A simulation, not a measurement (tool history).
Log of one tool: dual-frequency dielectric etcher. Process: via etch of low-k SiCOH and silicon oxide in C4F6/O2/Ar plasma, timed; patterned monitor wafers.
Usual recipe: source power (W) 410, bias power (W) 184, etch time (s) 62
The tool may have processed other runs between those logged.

run	hour	source power (W)	bias power (W)	etch time (s)	read-back reference wafer on the same gauge, depth_nm	mean etch depth across the wafer (angstrom)
1	0	410	184	55.5	206.6	1478
2	35	410	184	55.5	206	1481
3	47.4	410	184	62	205.7	1657
4	73.2	410	184	62	206	1650
5	96.4	410	184	62	206	1655
6	125.2	410	202	68	206.1	1885
7	149.4	410	207	62	206.1	1731
8	176.1	480	161	62	205.6	1691
# hour 210.3: gauge calibrated
9	247.7	410	184	62	206.2	1672
10	273.4	410	166	62	205.9	1598
11	302.5	470	184	62	206.2	1797
# hour 343.6: wet clean of the chamber, repeated, since the last time left the tool worse
12	344.1	450	167	56.5	205.8	1575
13	349.8	410	206	62	206.3	1799
14	371.9	480	205	62	205.6	1952
15	389.1	380	220	54	206.4	1565
16	403.6	410	204	80	206.2	2341
# hour 416.4: source power generator calibrated
17	436.9	470	220	67.5	206.2	2169
# hour 502.7: upper electrode replaced
18	543.9	410	184	45	205.7	1260
19	571.6	410	209	62	206.1	1839
20	606.4	360	146	68.5	205.8	1646
# hour 612.2: bias power generator calibrated
21	635.8	330	214	48.5	206	1308
22	661.4	490	184	80	206	2464
23	744.6	340	184	62	206	1599
24	779.9	410	161	62	205.9	1656
25	802.2	350	200	45	205.4	1224
26	825	410	184	55.5	206.2	1582
# hour 862.8: wet clean of the chamber
27	863.3	410	184	62	205.8	1720
28	872.9	410	207	62	206	1817
29	900.9	410	184	62	205.6	1737
30	913.6	410	184	62	206.3	1722

Here are 3 independent what-if runs from the current tool condition. What would each one return?
A	914	410	184	51.5	?	?
B	914	360	220	74.5	?	?
C	914	380	184	62	?	?

run	read-back reference wafer on the same gauge, depth_nm	mean etch depth across the wafer (angstrom)
A	206.2	1436
B	206.2	2096
C	206.2	1664
Without the tool's unlogged condition, the same runs would have read:
run	mean etch depth across the wafer (angstrom)
A	1431
B	2088
C	1658

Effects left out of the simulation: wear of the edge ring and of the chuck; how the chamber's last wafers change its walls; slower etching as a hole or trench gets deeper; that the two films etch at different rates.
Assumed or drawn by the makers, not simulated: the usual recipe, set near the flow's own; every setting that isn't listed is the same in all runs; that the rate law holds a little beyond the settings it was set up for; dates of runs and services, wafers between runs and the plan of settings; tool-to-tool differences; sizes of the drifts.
